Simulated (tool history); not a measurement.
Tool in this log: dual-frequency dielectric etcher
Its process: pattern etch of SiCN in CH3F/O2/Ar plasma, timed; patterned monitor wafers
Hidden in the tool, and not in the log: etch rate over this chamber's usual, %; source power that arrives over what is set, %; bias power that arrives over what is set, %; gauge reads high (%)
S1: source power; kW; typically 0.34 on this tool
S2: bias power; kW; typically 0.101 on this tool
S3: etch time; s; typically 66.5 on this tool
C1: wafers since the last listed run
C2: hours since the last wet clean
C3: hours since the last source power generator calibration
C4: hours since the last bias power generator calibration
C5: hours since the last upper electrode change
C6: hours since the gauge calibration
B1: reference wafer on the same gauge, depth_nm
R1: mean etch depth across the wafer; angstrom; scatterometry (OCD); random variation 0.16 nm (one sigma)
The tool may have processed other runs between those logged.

run 1 hour=0 | S1=0.34 S2=0.101 S3=66.5 | C1=0 C2=359.6 C3=1754.7 C4=2964.7 C5=954.9 C6=464.3 | B1=24.11 | R1=282.6
run 2 hour=86.4 | S1=0.28 S2=0.101 S3=66.5 | C1=988 C2=446 C3=1841.1 C4=3051.1 C5=1041.3 C6=550.7 | B1=24.09 | R1=266.6
run 3 hour=131.4 | S1=0.28 S2=0.101 S3=66.5 | C1=514 C2=491 C3=1886.1 C4=3096.1 C5=1086.3 C6=595.7 | B1=24.08 | R1=267.9
-- hour=158.6 wet clean of the chamber
run 4 hour=190.1 | S1=0.37 S2=0.101 S3=66.5 | C1=397 C2=31.5 C3=1944.8 C4=3154.8 C5=1145 C6=654.4 | B1=24.1 | R1=282
run 5 hour=261.2 | S1=0.37 S2=0.101 S3=66.5 | C1=813 C2=102.6 C3=2015.9 C4=3225.9 C5=1216.1 C6=725.5 | B1=24.1 | R1=283.9
run 6 hour=317.2 | S1=0.37 S2=0.101 S3=66.5 | C1=640 C2=158.6 C3=2071.9 C4=3281.9 C5=1272.1 C6=781.5 | B1=24.06 | R1=282.8
run 7 hour=359.3 | S1=0.34 S2=0.088 S3=77 | C1=481 C2=200.7 C3=2114 C4=3324 C5=1314.2 C6=823.6 | B1=24.11 | R1=311.2
run 8 hour=437.2 | S1=0.34 S2=0.101 S3=66.5 | C1=891 C2=278.6 C3=2191.9 C4=3401.9 C5=1392.1 C6=901.5 | B1=24.08 | R1=281.4
run 9 hour=537 | S1=0.34 S2=0.101 S3=66.5 | C1=1141 C2=378.4 C3=2291.7 C4=3501.7 C5=1491.9 C6=1001.3 | B1=24.09 | R1=279
run 10 hour=642.9 | S1=0.34 S2=0.101 S3=66.5 | C1=1211 C2=484.3 C3=2397.6 C4=3607.6 C5=1597.8 C6=1107.2 | B1=24.08 | R1=280.6
run 11 hour=702.2 | S1=0.39 S2=0.121 S3=66.5 | C1=678 C2=543.6 C3=2456.9 C4=3666.9 C5=1657.1 C6=1166.5 | B1=24.15 | R1=305.1
-- hour=760.6 wet clean of the chamber
-- hour=761.8 bias power generator calibrated
run 12 hour=791.6 | S1=0.34 S2=0.101 S3=66.5 | C1=734 C2=31 C3=2546.3 C4=29.8 C5=1746.5 C6=1255.9 | B1=24.09 | R1=288.8
-- hour=915.2 gauge calibrated
-- hour=1076.4 source power generator calibrated
run 13 hour=1107.8 | S1=0.34 S2=0.101 S3=66.5 | C1=3572 C2=347.2 C3=31.4 C4=346 C5=2062.7 C6=192.6 | B1=24.08 | R1=290.9
-- hour=1233 wet clean of the chamber, repeated, since the last time left the tool worse
-- hour=1371.3 upper electrode replaced
run 14 hour=1401 | S1=0.39 S2=0.118 S3=51 | C1=2805 C2=168 C3=324.6 C4=639.2 C5=29.7 C6=485.8 | B1=24.09 | R1=232.7
run 15 hour=1491.3 | S1=0.34 S2=0.111 S3=66.5 | C1=1033 C2=258.3 C3=414.9 C4=729.5 C5=120 C6=576.1 | B1=24.11 | R1=284.3
run 16 hour=1595.5 | S1=0.37 S2=0.101 S3=66.5 | C1=1192 C2=362.5 C3=519.1 C4=833.7 C5=224.2 C6=680.3 | B1=24.11 | R1=290.5
run 17 hour=1661.1 | S1=0.34 S2=0.101 S3=66.5 | C1=750 C2=428.1 C3=584.7 C4=899.3 C5=289.8 C6=745.9 | B1=24.11 | R1=282.5
-- hour=1748.9 wet clean of the chamber
run 18 hour=1751.6 | S1=0.38 S2=0.092 S3=80 | C1=760 C2=2.7 C3=675.2 C4=989.8 C5=380.3 C6=836.4 | B1=24.08 | R1=334.3
run 19 hour=1831.3 | S1=0.34 S2=0.117 S3=66.5 | C1=911 C2=82.4 C3=754.9 C4=1069.5 C5=460 C6=916.1 | B1=24.05 | R1=285.9
run 20 hour=1928.4 | S1=0.38 S2=0.101 S3=78.5 | C1=1111 C2=179.5 C3=852 C4=1166.6 C5=557.1 C6=1013.2 | B1=24.1 | R1=337.2

What if the next run were any one of these 5? Each begins from the tool's condition after run 20:
run A hour=1928.8 | S1=0.34 S2=0.101 S3=51.5 | C1=4 C2=179.9 C3=852.4 C4=1167 C5=557.5 C6=1013.6 | B1=? | R1=?
run B hour=1928.8 | S1=0.29 S2=0.113 S3=85.5 | C1=4 C2=179.9 C3=852.4 C4=1167 C5=557.5 C6=1013.6 | B1=? | R1=?
run C hour=1928.8 | S1=0.31 S2=0.101 S3=49 | C1=4 C2=179.9 C3=852.4 C4=1167 C5=557.5 C6=1013.6 | B1=? | R1=?
run D hour=1928.8 | S1=0.34 S2=0.118 S3=66.5 | C1=4 C2=179.9 C3=852.4 C4=1167 C5=557.5 C6=1013.6 | B1=? | R1=?
run E hour=1928.8 | S1=0.39 S2=0.125 S3=66.5 | C1=4 C2=179.9 C3=852.4 C4=1167 C5=557.5 C6=1013.6 | B1=? | R1=?

run=A B1=24.1 R1=214.7
run=B B1=24.1 R1=349.3
run=C B1=24.1 R1=198.7
run=D B1=24.1 R1=287.9
run=E B1=24.1 R1=304.5
Had the tool no hidden state, the same runs would have come out as:
run=A R1=213
run=B R1=346.5
run=C R1=197.1
run=D R1=285.6
run=E R1=302.1
